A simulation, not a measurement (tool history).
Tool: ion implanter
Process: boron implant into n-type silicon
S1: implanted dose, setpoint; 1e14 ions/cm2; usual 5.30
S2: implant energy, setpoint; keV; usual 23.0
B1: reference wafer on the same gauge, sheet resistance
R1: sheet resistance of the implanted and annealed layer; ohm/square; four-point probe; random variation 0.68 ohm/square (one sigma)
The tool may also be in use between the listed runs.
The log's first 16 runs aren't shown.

run 17 hour=1036.2 | S1=4.67 S2=15.0 | B1=252.18 | R1=247.10
-- hour=1055.0 extraction supply calibrated
run 18 hour=1083.8 | S1=5.30 S2=23.0 | B1=252.01 | R1=212.48
run 19 hour=1184.2 | S1=5.30 S2=23.0 | B1=252.06 | R1=213.67
run 20 hour=1254.4 | S1=3.82 S2=23.0 | B1=251.82 | R1=278.30
run 21 hour=1350.1 | S1=5.72 S2=23.0 | B1=251.81 | R1=198.86
run 22 hour=1391.5 | S1=5.30 S2=23.0 | B1=252.15 | R1=211.20
run 23 hour=1497.8 | S1=6.57 S2=27.0 | B1=252.18 | R1=175.00
run 24 hour=1556.7 | S1=6.88 S2=28.0 | B1=252.05 | R1=167.43
run 25 hour=1623.0 | S1=4.38 S2=26.0 | B1=251.97 | R1=245.58
run 26 hour=1903.7 | S1=3.88 S2=17.0 | B1=251.99 | R1=281.59
run 27 hour=1972.2 | S1=6.60 S2=23.0 | B1=251.87 | R1=174.80
run 28 hour=2014.0 | S1=5.30 S2=23.0 | B1=252.08 | R1=212.01
-- hour=2027.2 Faraday cup replaced and dose calibrated
run 29 hour=2101.1 | S1=6.65 S2=23.0 | B1=252.03 | R1=176.57
run 30 hour=2140.8 | S1=3.94 S2=23.0 | B1=251.87 | R1=272.42
run 31 hour=2195.3 | S1=5.30 S2=23.0 | B1=251.94 | R1=213.31
run 32 hour=2296.9 | S1=5.30 S2=25.5 | B1=252.09 | R1=211.17
run 33 hour=2384.1 | S1=4.69 S2=30.5 | B1=251.94 | R1=228.42
run 34 hour=2688.4 | S1=3.97 S2=17.5 | B1=251.91 | R1=276.40
run 35 hour=2728.9 | S1=6.78 S2=19.0 | B1=252.06 | R1=175.74
run 36 hour=2819.9 | S1=3.86 S2=28.5 | B1=252.08 | R1=267.77
run 37 hour=2877.7 | S1=5.30 S2=23.0 | B1=252.02 | R1=212.43

4 ways to go on from here, each from the tool as it stands after run 37. What would each give?
run A hour=2878.1 | S1=5.30 S2=23.0 | B1=? | R1=?
run B hour=2878.1 | S1=6.45 S2=23.0 | B1=? | R1=?
run C hour=2878.1 | S1=4.31 S2=29.0 | B1=? | R1=?
run D hour=2878.1 | S1=5.30 S2=28.5 | B1=? | R1=?

run=A B1=252.02 R1=211.88
run=B B1=252.02 R1=179.51
run=C B1=252.02 R1=244.81
run=D B1=252.02 R1=207.06
Without the tool's hidden state the same runs would have given:
run=A R1=214.69
run=B R1=181.97
run=C R1=247.99
run=D R1=209.80
